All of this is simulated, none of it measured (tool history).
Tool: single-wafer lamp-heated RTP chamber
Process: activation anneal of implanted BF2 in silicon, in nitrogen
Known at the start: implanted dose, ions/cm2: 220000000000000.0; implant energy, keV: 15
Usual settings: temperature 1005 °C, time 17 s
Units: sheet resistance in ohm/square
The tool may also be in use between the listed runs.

run	day	temperature	time	wafers since the last listed run	wafers since the last pyrometer calibration	wafers since the reflector plate was cleaned	hours since the gauge calibration	read-back reference wafer on the same gauge, sheet resistance	sheet resistance
1	0.000	1005	17	0	4826	8492	954.2	592.10	501.04
2	2.067	1005	17	701	5528	9194	1003.8	592.10	502.14
# day 3.400: pyrometer window cleaned and pyrometer calibrated
3	4.896	1005	17	847	507	10041	1071.7	591.82	502.76
4	7.675	995	17	943	1450	10984	1138.4	591.92	502.47
5	9.646	995	17	668	2119	11653	1185.7	592.00	503.83
6	10.692	987	9	354	2474	12008	1210.8	592.30	507.46
# day 12.858: reflector plate cleaned
7	12.879	987	9	629	3103	6	1263.3	592.33	506.23
8	14.050	1005	17	397	3501	404	1291.4	591.94	501.87
# day 16.208: gauge calibrated
9	16.279	1005	17	756	4257	1160	1.7	592.04	502.77
# day 17.342: pyrometer window cleaned and pyrometer calibrated
10	17.438	1005	17	280	32	1440	29.5	592.23	501.06
11	19.271	1031	17	622	654	2063	73.5	591.78	500.77
12	22.062	987	9	947	1602	3010	140.5	592.02	506.77
13	23.162	1005	17	373	1975	3384	166.9	591.86	502.54
14	24.350	1005	17	403	2378	3787	195.4	592.02	500.93
15	25.575	1005	24	415	2794	4202	224.8	592.12	499.71
16	28.142	1019	22	871	3665	5074	286.4	591.97	497.05
17	29.662	1005	17	516	4181	5590	322.9	592.05	501.46
18	31.646	1026	11	673	4854	6263	370.5	592.16	503.60
# day 32.258: pyrometer window cleaned and pyrometer calibrated
19	39.146	1022	24	2432	2337	8695	550.5	591.85	497.12
20	40.554	1028	11	478	2815	9173	584.3	592.09	503.38
21	42.662	987	22	715	3531	9889	634.9	591.92	504.12

3 ways to go on from here, each from the tool as it stands after run 21. What would each give?
A	42.679	1005	10	5	3536	9895	635.3	?	?
B	42.679	1016	17	5	3536	9895	635.3	?	?
C	42.679	1028	13	5	3536	9895	635.3	?	?

run	read-back reference wafer on the same gauge, sheet resistance	sheet resistance
A	592.23	504.19
B	592.23	500.72
C	592.23	502.24
Without the tool's hidden state the same runs would have given:
run	sheet resistance
A	504.19
B	500.72
C	502.24

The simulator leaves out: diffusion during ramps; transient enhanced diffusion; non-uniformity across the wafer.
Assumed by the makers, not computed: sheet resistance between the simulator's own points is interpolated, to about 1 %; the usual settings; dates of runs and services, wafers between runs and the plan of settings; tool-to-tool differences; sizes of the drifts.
